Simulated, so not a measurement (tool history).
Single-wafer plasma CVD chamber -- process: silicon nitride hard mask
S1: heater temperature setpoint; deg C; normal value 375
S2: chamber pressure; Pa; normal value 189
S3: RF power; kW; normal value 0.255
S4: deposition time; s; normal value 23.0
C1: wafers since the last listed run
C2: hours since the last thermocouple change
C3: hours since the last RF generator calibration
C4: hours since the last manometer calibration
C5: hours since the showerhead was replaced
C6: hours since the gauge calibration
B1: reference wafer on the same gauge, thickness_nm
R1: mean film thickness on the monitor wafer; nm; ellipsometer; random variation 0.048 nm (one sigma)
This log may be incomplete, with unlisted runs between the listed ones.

Run 1, day 0.000: usual settings but S3 0.215 kW; C1 0; C2 1047.5; C3 1289.3; C4 1658.5; C5 6608.2; C6 199.5; B1 23.287. Result: R1 19.144 nm.
Run 2, day 1.321: usual settings but S3 0.215 kW; C1 645; C2 1079.2; C3 1321.0; C4 1690.2; C5 6639.9; C6 231.2; B1 23.301. Result: R1 19.201 nm.
Run 3, day 2.267: usual settings; C1 462; C2 1101.9; C3 1343.7; C4 1712.9; C5 6662.6; C6 253.9; B1 23.306. Result: R1 21.915 nm.
Run 4, day 3.133: usual settings; C1 423; C2 1122.7; C3 1364.5; C4 1733.7; C5 6683.4; C6 274.7; B1 23.293. Result: R1 21.864 nm.
Run 5, day 4.050: usual settings; C1 447; C2 1144.7; C3 1386.5; C4 1755.7; C5 6705.4; C6 296.7; B1 23.287. Result: R1 21.787 nm.
Run 6, day 5.188: usual settings; C1 555; C2 1172.0; C3 1413.8; C4 1783.0; C5 6732.7; C6 324.0; B1 23.300. Result: R1 21.963 nm.
Run 7, day 6.492: usual settings; C1 637; C2 1203.3; C3 1445.1; C4 1814.3; C5 6764.0; C6 355.3; B1 23.305. Result: R1 21.768 nm.
Run 8, day 7.175: usual settings but S2 200 Pa; C1 333; C2 1219.7; C3 1461.5; C4 1830.7; C5 6780.4; C6 371.7; B1 23.298. Result: R1 22.194 nm.
Run 9, day 8.183: usual settings but S2 200 Pa; C1 492; C2 1243.9; C3 1485.7; C4 1854.9; C5 6804.6; C6 395.9; B1 23.291. Result: R1 22.152 nm.
Run 10, day 9.475: usual settings but S2 200 Pa; C1 631; C2 1274.9; C3 1516.7; C4 1885.9; C5 6835.6; C6 426.9; B1 23.288. Result: R1 22.188 nm.
Run 11, day 10.812: usual settings but S4 21.8 s; C1 653; C2 1307.0; C3 1548.8; C4 1918.0; C5 6867.7; C6 459.0; B1 23.298. Result: R1 20.669 nm.
At day 11.029: gauge calibrated.
At day 11.692: RF generator calibrated.
Run 12, day 11.712: usual settings but S2 169 Pa, S4 19.2 s; C1 276; C2 1328.6; C3 0.5; C4 1939.6; C5 6889.3; C6 16.4; B1 23.282. Result: R1 18.407 nm.
Run 13, day 12.146: usual settings but S2 200 Pa; C1 211; C2 1339.0; C3 10.9; C4 1950.0; C5 6899.7; C6 26.8; B1 23.308. Result: R1 23.119 nm.
At day 12.512: capacitance manometer re-zeroed and calibrated.
At day 13.517: thermocouple changed; heater temperature recalibrated.
At day 13.562: showerhead replaced.
Run 14, day 13.583: usual settings; C1 355; C2 1.6; C3 45.4; C4 25.7; C5 0.5; C6 61.3; B1 23.297. Result: R1 22.720 nm.
Run 15, day 14.092: usual settings; C1 248; C2 13.8; C3 57.6; C4 37.9; C5 12.7; C6 73.5; B1 23.314. Result: R1 22.677 nm.
Run 16, day 15.129: usual settings but S1 390 deg C, S2 143 Pa, S3 0.295 kW, S4 20.6 s; C1 506; C2 38.7; C3 82.5; C4 62.8; C5 37.6; C6 98.4; B1 23.307. Result: R1 20.585 nm.
Run 17, day 15.879: usual settings but S1 365 deg C, S2 151 Pa; C1 366; C2 56.7; C3 100.5; C4 80.8; C5 55.6; C6 116.4; B1 23.292. Result: R1 21.209 nm.
Run 18, day 16.683: usual settings; C1 392; C2 76.0; C3 119.8; C4 100.1; C5 74.9; C6 135.7; B1 23.293. Result: R1 22.580 nm.
Run 19, day 17.929: usual settings but S1 382 deg C, S2 144 Pa, S4 18.6 s; C1 608; C2 105.9; C3 149.7; C4 130.0; C5 104.8; C6 165.6; B1 23.313. Result: R1 16.786 nm.
Run 20, day 19.217: usual settings but S4 26.1 s; C1 628; C2 136.8; C3 180.6; C4 160.9; C5 135.7; C6 196.5; B1 23.285. Result: R1 25.565 nm.
Run 21, day 19.842: usual settings but S2 233 Pa, S3 0.295 kW; C1 305; C2 151.8; C3 195.6; C4 175.9; C5 150.7; C6 211.5; B1 23.295. Result: R1 26.280 nm.
Run 22, day 21.162: usual settings but S3 0.270 kW; C1 645; C2 183.5; C3 227.3; C4 207.6; C5 182.4; C6 243.2; B1 23.287. Result: R1 23.332 nm.

Consider 5 possible next runs. They are alternatives, not a sequence: every one starts from the tool as it was left by run 22. What does each give?
Run A, day 21.179: usual settings but S2 232 Pa; C1 8; C2 183.9; C3 227.7; C4 208.0; C5 182.8; C6 243.6; B1 ?. Result: R1 ?.
Run B, day 21.179: usual settings but S1 387 deg C, S4 26.8 s; C1 8; C2 183.9; C3 227.7; C4 208.0; C5 182.8; C6 243.6; B1 ?. Result: R1 ?.
Run C, day 21.179: usual settings but S1 384 deg C; C1 8; C2 183.9; C3 227.7; C4 208.0; C5 182.8; C6 243.6; B1 ?. Result: R1 ?.
Run D, day 21.179: usual settings but S1 384 deg C, S3 0.220 kW; C1 8; C2 183.9; C3 227.7; C4 208.0; C5 182.8; C6 243.6; B1 ?. Result: R1 ?.
Run E, day 21.179: usual settings but S1 366 deg C, S2 208 Pa, S4 25.1 s; C1 8; C2 183.9; C3 227.7; C4 208.0; C5 182.8; C6 243.6; B1 ?. Result: R1 ?.

run      B1      R1
  A  23.299  23.619
  B  23.299  25.914
  C  23.299  22.274
  D  23.299  19.961
  E  23.299  25.114
What these runs would have given with no unlogged condition in the tool:
run      R1
  A  24.069
  B  26.407
  C  22.698
  D  20.361
  E  25.592

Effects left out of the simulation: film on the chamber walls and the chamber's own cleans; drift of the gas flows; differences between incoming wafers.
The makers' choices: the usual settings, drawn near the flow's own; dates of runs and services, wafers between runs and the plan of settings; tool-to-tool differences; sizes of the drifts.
